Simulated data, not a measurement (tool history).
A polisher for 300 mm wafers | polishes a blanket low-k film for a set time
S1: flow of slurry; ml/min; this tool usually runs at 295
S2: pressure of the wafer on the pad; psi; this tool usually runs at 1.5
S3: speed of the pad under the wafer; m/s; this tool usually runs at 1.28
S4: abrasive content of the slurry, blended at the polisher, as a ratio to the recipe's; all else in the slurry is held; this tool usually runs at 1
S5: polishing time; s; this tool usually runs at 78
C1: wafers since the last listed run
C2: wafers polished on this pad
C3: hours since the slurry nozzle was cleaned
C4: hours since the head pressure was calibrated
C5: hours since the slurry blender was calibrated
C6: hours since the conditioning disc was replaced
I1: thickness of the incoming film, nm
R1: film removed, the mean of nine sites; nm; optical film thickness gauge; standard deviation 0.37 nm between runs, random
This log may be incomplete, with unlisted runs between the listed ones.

run 1 hour=0 | S1=295 S2=1.5 S3=1.28 S4=1 S5=78 | C1=0 C2=2425 C3=365.4 C4=752.9 C5=6.3 C6=105.5 | I1=429.7 | R1=29.5
run 2 hour=34 | S1=295 S2=1.5 S3=1.28 S4=1 S5=78 | C1=467 C2=2893 C3=399.4 C4=786.9 C5=40.3 C6=139.5 | I1=424.6 | R1=29.4
run 3 hour=87.2 | S1=295 S2=1.5 S3=1.28 S4=1 S5=78 | C1=732 C2=3625 C3=452.6 C4=840.1 C5=93.5 C6=192.7 | I1=424.7 | R1=29.5
run 4 hour=142.7 | S1=295 S2=1.5 S3=1.28 S4=1 S5=78 | C1=763 C2=4389 C3=508.1 C4=895.6 C5=149 C6=248.2 | I1=431 | R1=29.2
run 5 hour=183.5 | S1=295 S2=1.5 S3=1.28 S4=1 S5=78 | C1=561 C2=4950 C3=548.9 C4=936.4 C5=189.8 C6=289 | I1=428.4 | R1=29.9
run 6 hour=219.6 | S1=295 S2=1.5 S3=1.68 S4=1 S5=78 | C1=496 C2=5447 C3=585 C4=972.5 C5=225.9 C6=325.1 | I1=427 | R1=34
run 7 hour=278.4 | S1=295 S2=1.5 S3=1.28 S4=1 S5=78 | C1=809 C2=6256 C3=643.8 C4=1031.3 C5=284.7 C6=383.9 | I1=423.6 | R1=29.1
-- hour=302.6 worn pad replaced by a new one
run 8 hour=338.1 | S1=295 S2=1.3 S3=1.68 S4=0.8 S5=78 | C1=766 C2=488 C3=703.5 C4=1091 C5=344.4 C6=443.6 | I1=423 | R1=26.5
run 9 hour=376.9 | S1=205 S2=1.5 S3=1.28 S4=1 S5=98 | C1=533 C2=1022 C3=742.3 C4=1129.8 C5=383.2 C6=482.4 | I1=424.4 | R1=35.9
-- hour=402.3 conditioning disc replaced and pad reconditioned
run 10 hour=418.6 | S1=295 S2=1.5 S3=1.28 S4=1 S5=78 | C1=546 C2=1568 C3=784 C4=1171.5 C5=424.9 C6=16.3 | I1=434.2 | R1=29.4
run 11 hour=460.1 | S1=295 S2=1.5 S3=1.28 S4=1.25 S5=78 | C1=571 C2=2139 C3=825.5 C4=1213 C5=466.4 C6=57.8 | I1=426.5 | R1=32.4
run 12 hour=490.5 | S1=295 S2=1.5 S3=1.28 S4=0.85 S5=78 | C1=418 C2=2558 C3=855.9 C4=1243.4 C5=496.8 C6=88.2 | I1=436 | R1=27
-- hour=498.6 slurry nozzle cleaned
-- hour=502.3 head pressure recalibrated
-- hour=519.4 slurry blender recalibrated
run 13 hour=544.2 | S1=295 S2=1.5 S3=1.28 S4=1 S5=78 | C1=670 C2=3228 C3=45.6 C4=41.9 C5=24.8 C6=141.9 | I1=426.7 | R1=30.2
run 14 hour=576.1 | S1=295 S2=1.5 S3=1.28 S4=1 S5=78 | C1=438 C2=3667 C3=77.5 C4=73.8 C5=56.7 C6=173.8 | I1=436.1 | R1=30.6

Run 15 has not been measured yet. What should we expect?
run 15 hour=612.2 | S1=255 S2=1.5 S3=1.56 S4=1.15 S5=78 | C1=496 C2=4164 C3=113.6 C4=109.9 C5=92.8 C6=209.9 | I1=433.6 | R1=?

{"run 15": {"R1": 36.2}}
Minus the tool's unlogged condition, the same run would have read R1 36.7 nm.
